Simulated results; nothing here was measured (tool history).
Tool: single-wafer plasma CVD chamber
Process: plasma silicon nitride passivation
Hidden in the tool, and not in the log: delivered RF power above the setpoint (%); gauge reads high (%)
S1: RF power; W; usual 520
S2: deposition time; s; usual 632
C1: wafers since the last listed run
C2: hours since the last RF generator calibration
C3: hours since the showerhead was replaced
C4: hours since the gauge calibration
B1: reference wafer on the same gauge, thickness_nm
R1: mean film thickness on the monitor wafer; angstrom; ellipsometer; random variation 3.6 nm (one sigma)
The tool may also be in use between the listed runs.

run 1 hour=0.0 | S1=475 S2=632 | C1=0 C2=797.1 C3=5986.8 C4=639.8 | B1=1032.519 | R1=8810.42
run 2 hour=27.3 | S1=475 S2=632 | C1=68 C2=824.4 C3=6014.1 C4=667.1 | B1=1033.404 | R1=8809.26
run 3 hour=79.1 | S1=520 S2=632 | C1=129 C2=876.2 C3=6065.9 C4=718.9 | B1=1033.291 | R1=8993.17
run 4 hour=114.4 | S1=520 S2=632 | C1=88 C2=911.5 C3=6101.2 C4=754.2 | B1=1033.395 | R1=9043.83
run 5 hour=155.3 | S1=520 S2=632 | C1=102 C2=952.4 C3=6142.1 C4=795.1 | B1=1032.773 | R1=9026.73
run 6 hour=208.9 | S1=520 S2=632 | C1=133 C2=1006.0 C3=6195.7 C4=848.7 | B1=1032.896 | R1=9009.73
run 7 hour=387.8 | S1=520 S2=632 | C1=446 C2=1184.9 C3=6374.6 C4=1027.6 | B1=1033.695 | R1=9081.05
run 8 hour=417.1 | S1=520 S2=632 | C1=73 C2=1214.2 C3=6403.9 C4=1056.9 | B1=1033.237 | R1=8992.27
run 9 hour=471.2 | S1=520 S2=632 | C1=135 C2=1268.3 C3=6458.0 C4=1111.0 | B1=1033.262 | R1=9021.29
run 10 hour=526.1 | S1=520 S2=532 | C1=137 C2=1323.2 C3=6512.9 C4=1165.9 | B1=1033.481 | R1=7609.52
run 11 hour=554.8 | S1=520 S2=532 | C1=71 C2=1351.9 C3=6541.6 C4=1194.6 | B1=1034.099 | R1=7513.00
run 12 hour=587.6 | S1=545 S2=632 | C1=81 C2=1384.7 C3=6574.4 C4=1227.4 | B1=1033.688 | R1=9123.02
run 13 hour=650.3 | S1=545 S2=632 | C1=156 C2=1447.4 C3=6637.1 C4=1290.1 | B1=1032.985 | R1=9148.49
-- hour=678.6 showerhead replaced
-- hour=757.2 gauge calibrated
run 14 hour=832.6 | S1=490 S2=743 | C1=434 C2=1629.7 C3=154.0 C4=75.4 | B1=1032.553 | R1=10506.44
run 15 hour=890.3 | S1=565 S2=570 | C1=143 C2=1687.4 C3=211.7 C4=133.1 | B1=1032.249 | R1=8273.48
run 16 hour=938.4 | S1=520 S2=632 | C1=120 C2=1735.5 C3=259.8 C4=181.2 | B1=1032.461 | R1=9032.33

Forecast run 17:
run 17 hour=1004.7 | S1=585 S2=536 | C1=165 C2=1801.8 C3=326.1 C4=247.5 | B1=? | R1=?

Run 17 gave B1 1032.874, R1 7823.37 angstrom.
Without the tool's hidden state the same run would have given R1 7823.37 angstrom.
